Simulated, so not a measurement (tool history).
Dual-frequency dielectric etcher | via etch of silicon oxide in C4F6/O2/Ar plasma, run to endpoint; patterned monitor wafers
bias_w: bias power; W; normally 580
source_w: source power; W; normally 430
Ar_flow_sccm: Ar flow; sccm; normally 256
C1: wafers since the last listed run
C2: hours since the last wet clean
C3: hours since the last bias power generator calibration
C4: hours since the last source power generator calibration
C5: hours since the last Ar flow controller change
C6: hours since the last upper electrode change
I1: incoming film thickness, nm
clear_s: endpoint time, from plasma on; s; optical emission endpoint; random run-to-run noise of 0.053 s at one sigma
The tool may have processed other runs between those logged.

{"run": 1, "hour": 0.0, "bias_w": 580, "source_w": 350, "Ar_flow_sccm": 224, "C1": 0, "C2": 402.3, "C3": 1462.8, "C4": 1098.3, "C5": 4859.2, "C6": 3676.1, "I1": 79.4, "clear_s": 16.8}
{"run": 2, "hour": 161.1, "bias_w": 580, "source_w": 430, "Ar_flow_sccm": 256, "C1": 2724, "C2": 563.4, "C3": 1623.9, "C4": 1259.4, "C5": 5020.3, "C6": 3837.2, "I1": 79.7, "clear_s": 16}
{"hour": 237.5, "done": "wet clean of the chamber"}
{"run": 3, "hour": 239.8, "bias_w": 580, "source_w": 430, "Ar_flow_sccm": 256, "C1": 924, "C2": 2.3, "C3": 1702.6, "C4": 1338.1, "C5": 5099, "C6": 3915.9, "I1": 80, "clear_s": 15.6}
{"run": 4, "hour": 307.7, "bias_w": 580, "source_w": 430, "Ar_flow_sccm": 256, "C1": 1148, "C2": 70.2, "C3": 1770.5, "C4": 1406, "C5": 5166.9, "C6": 3983.8, "I1": 79.3, "clear_s": 15.6}
{"run": 5, "hour": 408.2, "bias_w": 580, "source_w": 380, "Ar_flow_sccm": 256, "C1": 1699, "C2": 170.7, "C3": 1871, "C4": 1506.5, "C5": 5267.4, "C6": 4084.3, "I1": 78.9, "clear_s": 16.3}
{"run": 6, "hour": 513.8, "bias_w": 580, "source_w": 380, "Ar_flow_sccm": 256, "C1": 1785, "C2": 276.3, "C3": 1976.6, "C4": 1612.1, "C5": 5373, "C6": 4189.9, "I1": 80.9, "clear_s": 16.9}
{"run": 7, "hour": 592.0, "bias_w": 580, "source_w": 380, "Ar_flow_sccm": 256, "C1": 1322, "C2": 354.5, "C3": 2054.8, "C4": 1690.3, "C5": 5451.2, "C6": 4268.1, "I1": 79.6, "clear_s": 16.6}
{"hour": 707.4, "done": "Ar flow controller replaced"}
{"hour": 804.7, "done": "wet clean of the chamber"}
{"run": 8, "hour": 818.5, "bias_w": 580, "source_w": 430, "Ar_flow_sccm": 256, "C1": 3322, "C2": 13.8, "C3": 2281.3, "C4": 1916.8, "C5": 111.1, "C6": 4494.6, "I1": 79.9, "clear_s": 15.7}
{"hour": 906.5, "done": "upper electrode replaced, of another model than before"}
{"run": 9, "hour": 907.0, "bias_w": 580, "source_w": 430, "Ar_flow_sccm": 256, "C1": 1090, "C2": 102.3, "C3": 2369.8, "C4": 2005.3, "C5": 199.6, "C6": 0.5, "I1": 78.6, "clear_s": 15.5}
{"run": 10, "hour": 970.2, "bias_w": 580, "source_w": 430, "Ar_flow_sccm": 256, "C1": 1068, "C2": 165.5, "C3": 2433, "C4": 2068.5, "C5": 262.8, "C6": 63.7, "I1": 79, "clear_s": 15.7}
{"run": 11, "hour": 1072.3, "bias_w": 580, "source_w": 430, "Ar_flow_sccm": 256, "C1": 1726, "C2": 267.6, "C3": 2535.1, "C4": 2170.6, "C5": 364.9, "C6": 165.8, "I1": 80.1, "clear_s": 15.9}
{"run": 12, "hour": 1148.5, "bias_w": 580, "source_w": 430, "Ar_flow_sccm": 256, "C1": 1288, "C2": 343.8, "C3": 2611.3, "C4": 2246.8, "C5": 441.1, "C6": 242, "I1": 79.1, "clear_s": 15.8}
{"run": 13, "hour": 1255.7, "bias_w": 541, "source_w": 430, "Ar_flow_sccm": 234, "C1": 1812, "C2": 451, "C3": 2718.5, "C4": 2354, "C5": 548.3, "C6": 349.2, "I1": 80, "clear_s": 16.1}
{"hour": 1315.5, "done": "wet clean of the chamber"}
{"run": 14, "hour": 1357.3, "bias_w": 617, "source_w": 350, "Ar_flow_sccm": 292, "C1": 1312, "C2": 41.8, "C3": 2820.1, "C4": 2455.6, "C5": 649.9, "C6": 450.8, "I1": 79.6, "clear_s": 17.9}
{"hour": 1412.0, "done": "bias power generator calibrated"}
{"run": 15, "hour": 1435.4, "bias_w": 703, "source_w": 380, "Ar_flow_sccm": 310, "C1": 1253, "C2": 119.9, "C3": 23.4, "C4": 2533.7, "C5": 728, "C6": 528.9, "I1": 78.9, "clear_s": 16.7}
{"hour": 1466.7, "done": "source power generator calibrated"}
{"run": 16, "hour": 1481.2, "bias_w": 670, "source_w": 530, "Ar_flow_sccm": 279, "C1": 706, "C2": 165.7, "C3": 69.2, "C4": 14.5, "C5": 773.8, "C6": 574.7, "I1": 80.1, "clear_s": 14}
{"run": 17, "hour": 1545.8, "bias_w": 529, "source_w": 510, "Ar_flow_sccm": 310, "C1": 1092, "C2": 230.3, "C3": 133.8, "C4": 79.1, "C5": 838.4, "C6": 639.3, "I1": 79.4, "clear_s": 15}
{"run": 18, "hour": 1632.8, "bias_w": 580, "source_w": 430, "Ar_flow_sccm": 256, "C1": 1471, "C2": 317.3, "C3": 220.8, "C4": 166.1, "C5": 925.4, "C6": 726.3, "I1": 78.3, "clear_s": 15.6}
{"run": 19, "hour": 1710.6, "bias_w": 580, "source_w": 430, "Ar_flow_sccm": 282, "C1": 1315, "C2": 395.1, "C3": 298.6, "C4": 243.9, "C5": 1003.2, "C6": 804.1, "I1": 79.1, "clear_s": 16}
{"run": 20, "hour": 1761.3, "bias_w": 580, "source_w": 490, "Ar_flow_sccm": 302, "C1": 857, "C2": 445.8, "C3": 349.3, "C4": 294.6, "C5": 1053.9, "C6": 854.8, "I1": 79.3, "clear_s": 15.2}
{"hour": 1859.3, "done": "wet clean of the chamber"}
{"run": 21, "hour": 1863.4, "bias_w": 580, "source_w": 430, "Ar_flow_sccm": 256, "C1": 1320, "C2": 4.1, "C3": 451.4, "C4": 396.7, "C5": 1156, "C6": 956.9, "I1": 79.5, "clear_s": 15.7}
{"run": 22, "hour": 1962.0, "bias_w": 580, "source_w": 430, "Ar_flow_sccm": 256, "C1": 1667, "C2": 102.7, "C3": 550, "C4": 495.3, "C5": 1254.6, "C6": 1055.5, "I1": 79.9, "clear_s": 15.8}
{"run": 23, "hour": 2043.7, "bias_w": 580, "source_w": 460, "Ar_flow_sccm": 286, "C1": 1381, "C2": 184.4, "C3": 631.7, "C4": 577, "C5": 1336.3, "C6": 1137.2, "I1": 80.5, "clear_s": 15.6}
{"run": 24, "hour": 2121.5, "bias_w": 538, "source_w": 430, "Ar_flow_sccm": 256, "C1": 1315, "C2": 262.2, "C3": 709.5, "C4": 654.8, "C5": 1414.1, "C6": 1215, "I1": 80.5, "clear_s": 16.2}
{"run": 25, "hour": 2204.0, "bias_w": 493, "source_w": 360, "Ar_flow_sccm": 228, "C1": 1395, "C2": 344.7, "C3": 792, "C4": 737.3, "C5": 1496.6, "C6": 1297.5, "I1": 79.4, "clear_s": 17.7}
{"run": 26, "hour": 2262.1, "bias_w": 472, "source_w": 520, "Ar_flow_sccm": 289, "C1": 982, "C2": 402.8, "C3": 850.1, "C4": 795.4, "C5": 1554.7, "C6": 1355.6, "I1": 80.1, "clear_s": 15.2}
{"run": 27, "hour": 2359.9, "bias_w": 493, "source_w": 360, "Ar_flow_sccm": 228, "C1": 1653, "C2": 500.6, "C3": 947.9, "C4": 893.2, "C5": 1652.5, "C6": 1453.4, "I1": 78.6, "clear_s": 17.7}
{"hour": 2436.5, "done": "wet clean of the chamber"}
{"run": 28, "hour": 2463.6, "bias_w": 580, "source_w": 430, "Ar_flow_sccm": 256, "C1": 1347, "C2": 27.1, "C3": 1051.6, "C4": 996.9, "C5": 1756.2, "C6": 1557.1, "I1": 79.6, "clear_s": 15.8}
{"run": 29, "hour": 2552.5, "bias_w": 580, "source_w": 430, "Ar_flow_sccm": 256, "C1": 1503, "C2": 116, "C3": 1140.5, "C4": 1085.8, "C5": 1845.1, "C6": 1646, "I1": 79.8, "clear_s": 15.7}

For some of the steps in clear_s from one run to the next: how much would appear even if the tool had no hidden state, given the settings, what came in and random variation, and how much remains for the hidden state plus any gauge scatter that the measured result and the result without hidden state don't share?
Hidden state present: etch rate over this chamber's usual, %; bias power that arrives over what is set, %; source power that arrives over what is set, %; Ar flow that arrives over what is set, %.
Run 2 -> 3: wet clean of the chamber. clear_s -0.4 s: hidden state -0.3, all else -0.1.
Run 13 -> 14: bias_w 541 -> 617, source_w 430 -> 350, Ar_flow_sccm 234 -> 292, wet clean of the chamber. clear_s +1.8 s: hidden state -0.4, all else +2.2.
Run 15 -> 16: bias_w 703 -> 670, source_w 380 -> 530, Ar_flow_sccm 310 -> 279, source power generator calibrated. clear_s -2.7 s: hidden state +0, all else -2.7.
Run 25 -> 26: bias_w 493 -> 472, source_w 360 -> 520, Ar_flow_sccm 228 -> 289. clear_s -2.5 s: hidden state +0, all else -2.5.

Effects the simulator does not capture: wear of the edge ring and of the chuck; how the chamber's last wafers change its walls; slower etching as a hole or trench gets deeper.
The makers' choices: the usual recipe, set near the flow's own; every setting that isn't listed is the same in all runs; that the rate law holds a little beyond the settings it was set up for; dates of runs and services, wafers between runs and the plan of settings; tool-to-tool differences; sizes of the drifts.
